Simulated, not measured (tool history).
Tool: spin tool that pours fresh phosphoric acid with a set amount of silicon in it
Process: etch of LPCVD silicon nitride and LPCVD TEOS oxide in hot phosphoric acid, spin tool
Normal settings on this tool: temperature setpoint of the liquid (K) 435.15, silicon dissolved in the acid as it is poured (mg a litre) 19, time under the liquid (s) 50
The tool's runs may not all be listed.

run   hour  temperature setpoint of the liquid (K)  silicon dissolved in the acid as it is poured (mg a litre)  time under the liquid (s)  wafers since the last listed run  hours since the thermometer was replaced  hours since the dissolved silicon flow meter was replaced  hours since the heated supply line was repaired  hours since the gauge calibration  read-back film thickness of the LPCVD silicon nitride reference wafer, read on the same gauge (nm)  thickness taken off the LPCVD silicon nitride on a monitor wafer (nm)
  1      0                                  435.15                                                          19                         50                                 0                                    1024.2                                                     1314.5                                           1891.9                              166.9                                                                                              89.987                                                                   5.45
  2    6.9                                  435.15                                                          19                         50                               100                                    1031.1                                                     1321.4                                           1898.8                              173.8                                                                                              89.967                                                                  5.439
  3   23.5                                  435.15                                                          19                         50                               241                                    1047.7                                                       1338                                           1915.4                              190.4                                                                                              89.987                                                                  5.502
  4   32.2                                  435.15                                                          19                         50                               126                                    1056.4                                                     1346.7                                           1924.1                              199.1                                                                                              89.997                                                                  5.491
  5   39.2                                  435.15                                                          19                         50                               102                                    1063.4                                                     1353.7                                           1931.1                              206.1                                                                                               90.02                                                                  5.476
  6   47.2                                  433.15                                                        15.5                         50                               116                                    1071.4                                                     1361.7                                           1939.1                              214.1                                                                                              89.997                                                                  5.128
      47.8  -- gauge calibrated
  7   97.7                                  435.15                                                          19                         50                               736                                    1121.9                                                     1412.2                                           1989.6                               49.9                                                                                              90.004                                                                  5.509
  8    109                                  435.15                                                          19                         50                               164                                    1133.2                                                     1423.5                                           2000.9                               61.2                                                                                              90.029                                                                  5.512
  9  125.7                                  432.65                                                          19                         45                               243                                    1149.9                                                     1440.2                                           2017.6                               77.9                                                                                              90.014                                                                  4.595
 10  137.9                                  435.15                                                          19                         50                               177                                    1162.1                                                     1452.4                                           2029.8                               90.1                                                                                                  90                                                                  5.536
 11  147.9                                  437.15                                                          29                         50                               145                                    1172.1                                                     1462.4                                           2039.8                              100.1                                                                                              90.009                                                                  5.876
 12  156.9                                  437.15                                                          19                         75                               131                                    1181.1                                                     1471.4                                           2048.8                              109.1                                                                                              90.017                                                                  8.787
     169.4  -- dissolved silicon flow meter replaced
 13  169.9                                  435.15                                                          19                         50                               174                                    1194.1                                                        0.5                                           2061.8                              122.1                                                                                              89.973                                                                  5.539
 14  183.5                                  435.15                                                          19                         50                               198                                    1207.7                                                       14.1                                           2075.4                              135.7                                                                                              89.986                                                                  5.478
 15  191.8                                  435.15                                                          15                         70                               120                                      1216                                                       22.4                                           2083.7                                144                                                                                              89.997                                                                  7.701
 16  200.4                                  437.65                                                        13.5                         50                               125                                    1224.6                                                         31                                           2092.3                              152.6                                                                                              89.988                                                                   6.06
     205.4  -- thermometer replaced
     210.2  -- heated supply line repaired
 17  216.7                                  435.15                                                          19                         50                               208                                      11.3                                                       47.3                                              6.5                              168.9                                                                                              89.993                                                                  5.084
 18    224                                  435.15                                                          28                         50                               106                                      18.6                                                       54.6                                             13.8                              176.2                                                                                              90.006                                                                  5.111
 19  235.1                                  435.15                                                          19                         50                               161                                      29.7                                                       65.7                                             24.9                              187.3                                                                                               89.99                                                                  5.008
 20  248.3                                  436.65                                                           8                         70                               192                                      42.9                                                       78.9                                             38.1                              200.5                                                                                              89.989                                                                   7.52
 21  262.2                                  433.65                                                          33                         40                               202                                      56.8                                                       92.8                                               52                              214.4                                                                                              90.008                                                                  3.899
 22    275                                  437.65                                                           5                         30                               186                                      69.6                                                      105.6                                             64.8                              227.2                                                                                              89.998                                                                  3.316
 23  287.7                                  433.15                                                          19                         50                               185                                      82.3                                                      118.3                                             77.5                              239.9                                                                                              90.024                                                                  4.714

Branching from run 23: 3 alternative next runs. What would each branch give?
  A  288.1                                  435.15                                                          19                         50                                 5                                      82.7                                                      118.7                                             77.9                              240.3                                                                                                   ?                                                                      ?
  B  288.1                                  435.15                                                        33.5                         20                                 5                                      82.7                                                      118.7                                             77.9                              240.3                                                                                                   ?                                                                      ?
  C  288.1                                  435.15                                                          24                         35                                 5                                      82.7                                                      118.7                                             77.9                              240.3                                                                                                   ?                                                                      ?

run  read-back film thickness of the LPCVD silicon nitride reference wafer, read on the same gauge (nm)  thickness taken off the LPCVD silicon nitride on a monitor wafer (nm)
  A                                                                                              90.021                                                                  5.126
  B                                                                                              90.021                                                                   2.05
  C                                                                                              90.021                                                                  3.588
With no hidden state in the tool, these same runs would have given:
run  thickness taken off the LPCVD silicon nitride on a monitor wafer (nm)
  A                                                                   5.09
  B                                                                  2.036
  C                                                                  3.563
